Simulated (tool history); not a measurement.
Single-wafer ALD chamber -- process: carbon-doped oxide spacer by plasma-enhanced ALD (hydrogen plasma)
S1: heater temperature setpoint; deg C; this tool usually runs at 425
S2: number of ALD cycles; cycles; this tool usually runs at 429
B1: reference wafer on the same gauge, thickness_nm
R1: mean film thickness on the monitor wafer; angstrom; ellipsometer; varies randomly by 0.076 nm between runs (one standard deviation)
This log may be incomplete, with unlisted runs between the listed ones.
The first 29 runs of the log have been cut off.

run    hour   S1   S2      B1      R1
 30  2396.4  415  509  18.587  226.41
 31  2437.8  438  429  18.583  175.31
 32  2476.0  420  429  18.609  188.62
 33  2565.9  425  479  18.582  205.36
 34  2607.8  425  429  18.597  185.13
 35  2692.8  439  506  18.592  207.39
 36  2781.5  425  468  18.592  202.18
 37  2855.2  431  429  18.577  181.30
 38  2927.4  425  481  18.624  205.84
 39  3004.3  425  429  18.590  185.50
 40  3074.0  425  429  18.598  184.48
 41  3151.1  429  429  18.613  181.62

Below are 3 alternative next runs, each starting from the tool's condition after run 41. Predict each:
  A  3152.2  425  429   ?   ?
  B  3152.2  432  429   ?   ?
  C  3152.2  421  455   ?   ?

run      B1      R1
  A  18.602  184.27
  B  18.602  179.80
  C  18.602  198.15
Take away the tool's hidden state, keep each run's random variation, and the runs would have read:
run      R1
  A  180.58
  B  176.11
  C  194.23

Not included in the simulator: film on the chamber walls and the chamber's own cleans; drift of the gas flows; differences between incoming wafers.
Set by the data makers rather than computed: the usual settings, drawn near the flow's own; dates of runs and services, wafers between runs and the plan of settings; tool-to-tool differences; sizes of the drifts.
